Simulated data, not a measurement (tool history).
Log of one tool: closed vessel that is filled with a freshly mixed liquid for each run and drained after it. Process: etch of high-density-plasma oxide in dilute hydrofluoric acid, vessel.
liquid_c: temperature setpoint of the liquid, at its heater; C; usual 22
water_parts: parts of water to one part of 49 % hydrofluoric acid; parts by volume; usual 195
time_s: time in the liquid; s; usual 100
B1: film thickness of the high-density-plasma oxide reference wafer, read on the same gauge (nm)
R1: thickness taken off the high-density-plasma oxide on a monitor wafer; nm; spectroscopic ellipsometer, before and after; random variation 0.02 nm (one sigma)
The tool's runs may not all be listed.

Run 1, hour 0: usual settings; B1 30.012. Result: R1 3.965 nm.
Run 2, hour 29.4: usual settings; B1 29.991. Result: R1 4.005 nm.
Run 3, hour 63.6: usual settings; B1 30.013. Result: R1 3.976 nm.
Run 4, hour 93.9: usual settings but liquid_c 24 C; B1 30.005. Result: R1 4.289 nm.
At hour 95.1: gauge calibrated.
At hour 100.7: hydrofluoric acid flow meter replaced.
Run 5, hour 121.5: usual settings; B1 30.02. Result: R1 4.4 nm.
Run 6, hour 138.8: usual settings; B1 30.001. Result: R1 4.4 nm.
At hour 150.5: thermometer replaced.
Run 7, hour 165: usual settings; B1 30.018. Result: R1 4.385 nm.
Run 8, hour 189.2: usual settings but liquid_c 23.5 C; B1 30.004. Result: R1 4.601 nm.
Run 9, hour 204.3: usual settings but liquid_c 17.5 C; B1 29.989. Result: R1 3.664 nm.
Run 10, hour 226.3: usual settings but time_s 150 s; B1 29.989. Result: R1 6.526 nm.
Run 11, hour 238.6: usual settings but liquid_c 20 C, water_parts 285 parts by volume; B1 29.982. Result: R1 2.527 nm.
At hour 260.3: gauge calibrated.
Run 12, hour 268.3: usual settings; B1 29.987. Result: R1 4.306 nm.

Run 13 comes next. What will it give?
Run 13, hour 280.5: usual settings but liquid_c 24 C, time_s 160 s; B1 ?. Result: R1 ?.

B1: 29.989
R1: 7.421 nm
Without the tool's hidden state the same run would have given R1 7.53 nm.
